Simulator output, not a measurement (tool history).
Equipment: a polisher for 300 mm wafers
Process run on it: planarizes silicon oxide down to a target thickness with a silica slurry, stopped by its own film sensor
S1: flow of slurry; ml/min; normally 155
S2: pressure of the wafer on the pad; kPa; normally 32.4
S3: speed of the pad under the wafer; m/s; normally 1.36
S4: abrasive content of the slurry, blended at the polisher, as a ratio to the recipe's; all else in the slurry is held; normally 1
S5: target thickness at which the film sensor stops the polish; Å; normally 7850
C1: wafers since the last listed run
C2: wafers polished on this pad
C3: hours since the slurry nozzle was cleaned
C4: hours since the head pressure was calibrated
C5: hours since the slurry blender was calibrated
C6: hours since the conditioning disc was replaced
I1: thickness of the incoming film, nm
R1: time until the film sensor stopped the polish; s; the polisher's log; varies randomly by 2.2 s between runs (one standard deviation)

{"run": 1, "hour": 0.0, "S1": 155, "S2": 32.4, "S3": 1.36, "S4": 1, "S5": 7850, "C1": 0, "C2": 523, "C3": 623.2, "C4": 640.4, "C5": 287.9, "C6": 61, "I1": 1222.7, "R1": 115}
{"hour": 52.1, "done": "head pressure recalibrated"}
{"hour": 53.3, "done": "slurry blender recalibrated"}
{"run": 2, "hour": 102.1, "S1": 155, "S2": 32.4, "S3": 1.36, "S4": 1, "S5": 7850, "C1": 847, "C2": 1370, "C3": 725.3, "C4": 50, "C5": 48.8, "C6": 163.1, "I1": 1236.2, "R1": 122.1}
{"run": 3, "hour": 139.4, "S1": 155, "S2": 32.4, "S3": 1.36, "S4": 1, "S5": 7850, "C1": 319, "C2": 1690, "C3": 762.6, "C4": 87.3, "C5": 86.1, "C6": 200.4, "I1": 1252.6, "R1": 130.6}
{"hour": 205.2, "done": "slurry nozzle cleaned"}
{"hour": 212.3, "done": "worn pad replaced by a new one"}
{"run": 4, "hour": 216.4, "S1": 155, "S2": 32.4, "S3": 1.36, "S4": 1, "S5": 7850, "C1": 617, "C2": 35, "C3": 11.2, "C4": 164.3, "C5": 163.1, "C6": 277.4, "I1": 1247.1, "R1": 120.1}
{"run": 5, "hour": 280.0, "S1": 155, "S2": 32.4, "S3": 1.36, "S4": 1.1, "S5": 7850, "C1": 545, "C2": 580, "C3": 74.8, "C4": 227.9, "C5": 226.7, "C6": 341, "I1": 1237.7, "R1": 117.5}
{"hour": 341.0, "done": "slurry blender recalibrated"}
{"run": 6, "hour": 365.4, "S1": 155, "S2": 32.4, "S3": 1.36, "S4": 1, "S5": 7850, "C1": 714, "C2": 1295, "C3": 160.2, "C4": 313.3, "C5": 24.4, "C6": 426.4, "I1": 1253.6, "R1": 128.5}
{"run": 7, "hour": 427.1, "S1": 155, "S2": 32.4, "S3": 1.36, "S4": 0.85, "S5": 7850, "C1": 528, "C2": 1823, "C3": 221.9, "C4": 375, "C5": 86.1, "C6": 488.1, "I1": 1231.2, "R1": 132.7}
{"hour": 458.1, "done": "conditioning disc replaced and pad reconditioned"}
{"run": 8, "hour": 483.5, "S1": 155, "S2": 32.4, "S3": 1.36, "S4": 0.85, "S5": 7850, "C1": 466, "C2": 2290, "C3": 278.3, "C4": 431.4, "C5": 142.5, "C6": 25.4, "I1": 1244.3, "R1": 137.3}
{"hour": 494.7, "done": "worn pad replaced by a new one"}
{"run": 9, "hour": 540.7, "S1": 155, "S2": 32.4, "S3": 1.36, "S4": 0.85, "S5": 7850, "C1": 455, "C2": 394, "C3": 335.5, "C4": 488.6, "C5": 199.7, "C6": 82.6, "I1": 1233.4, "R1": 144.1}
{"run": 10, "hour": 580.7, "S1": 155, "S2": 32.4, "S3": 1.36, "S4": 1, "S5": 7330, "C1": 342, "C2": 737, "C3": 375.5, "C4": 528.6, "C5": 239.7, "C6": 122.6, "I1": 1218, "R1": 146.5}
{"run": 11, "hour": 659.2, "S1": 155, "S2": 32.4, "S3": 1.36, "S4": 1, "S5": 7330, "C1": 672, "C2": 1410, "C3": 454, "C4": 607.1, "C5": 318.2, "C6": 201.1, "I1": 1236.9, "R1": 151.9}
{"hour": 681.5, "done": "slurry blender recalibrated"}
{"run": 12, "hour": 724.7, "S1": 180, "S2": 41.4, "S3": 1.2, "S4": 1, "S5": 7110, "C1": 544, "C2": 1954, "C3": 519.5, "C4": 672.6, "C5": 43.2, "C6": 266.6, "I1": 1221.2, "R1": 135}
{"hour": 795.5, "done": "worn pad replaced by a new one, repeated, since the last time left the tool worse"}
{"run": 13, "hour": 796.0, "S1": 155, "S2": 32.4, "S3": 1.08, "S4": 0.85, "S5": 7320, "C1": 576, "C2": 4, "C3": 590.8, "C4": 743.9, "C5": 114.5, "C6": 337.9, "I1": 1221.6, "R1": 156.2}

Estimate the outcome of run 14 from the log above:
{"hour": 820.3, "done": "head pressure recalibrated"}
{"hour": 896.6, "done": "conditioning disc replaced and pad reconditioned"}
{"run": 14, "hour": 897.2, "S1": 205, "S2": 27.6, "S3": 1.36, "S4": 1, "S5": 7850, "C1": 833, "C2": 837, "C3": 692, "C4": 76.9, "C5": 215.7, "C6": 0.6, "I1": 1228.1, "R1": "?"}

{"run 14": {"R1": 132.6}}
If the tool had no hidden condition, the same run with the same run-to-run variation would have returned R1 129.1 s.
